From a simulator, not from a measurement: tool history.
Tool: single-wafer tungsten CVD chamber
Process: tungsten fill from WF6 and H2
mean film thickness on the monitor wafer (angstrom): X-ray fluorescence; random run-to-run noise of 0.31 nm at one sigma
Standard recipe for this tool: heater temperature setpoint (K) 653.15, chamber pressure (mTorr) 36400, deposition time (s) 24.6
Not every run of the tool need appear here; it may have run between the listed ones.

run,hour,heater temperature setpoint (K),chamber pressure (mTorr),deposition time (s),"read-back reference wafer on the same gauge, thickness_nm",mean film thickness on the monitor wafer (angstrom)
1,0,653.15,36400,26.7,63.675,591.39
2,63.4,653.15,36400,26.7,63.666,595.46
3,102.8,653.15,36400,24.6,63.469,541.63
4,188.1,653.15,36400,24.6,63.71,542.33
5,238.3,653.15,36400,24.6,63.448,551.41
6,279,653.15,39300,24.6,63.521,580.73
7,355.7,653.15,39300,24.6,63.502,578.89
8,405.5,653.15,39300,24.6,63.512,580.24
9,481.4,653.15,36400,24.6,63.654,546.23
10,584.4,653.15,33700,24.6,63.723,521.62
# hour 637.3: capacitance manometer re-zeroed and calibrated
# hour 656.4: gauge calibrated
# hour 702.2: showerhead replaced
11,755.6,653.15,33700,24.6,63.537,555.01
12,795,653.15,36400,24.6,63.647,583.58
13,874.2,653.15,36400,24.6,63.57,582.96
14,967.7,653.15,36400,24.6,63.55,580.5
15,1008.4,653.15,36400,24.6,63.645,579.21
# hour 1031.7: thermocouple changed; heater temperature recalibrated
16,1044.5,653.15,36400,24.6,63.588,516.95
17,1088.4,649.15,41600,21.4,63.632,461.77
18,1146.4,638.15,42600,21.2,63.384,373.18

What will run 19 give?
19,1242.7,662.15,45400,19.8,?,?

Run 19 produced read-back reference wafer on the same gauge, thickness_nm 63.518, mean film thickness on the monitor wafer (angstrom) 561.64.
Without the tool's hidden state the same run would have given mean film thickness on the monitor wafer (angstrom) 579.88.
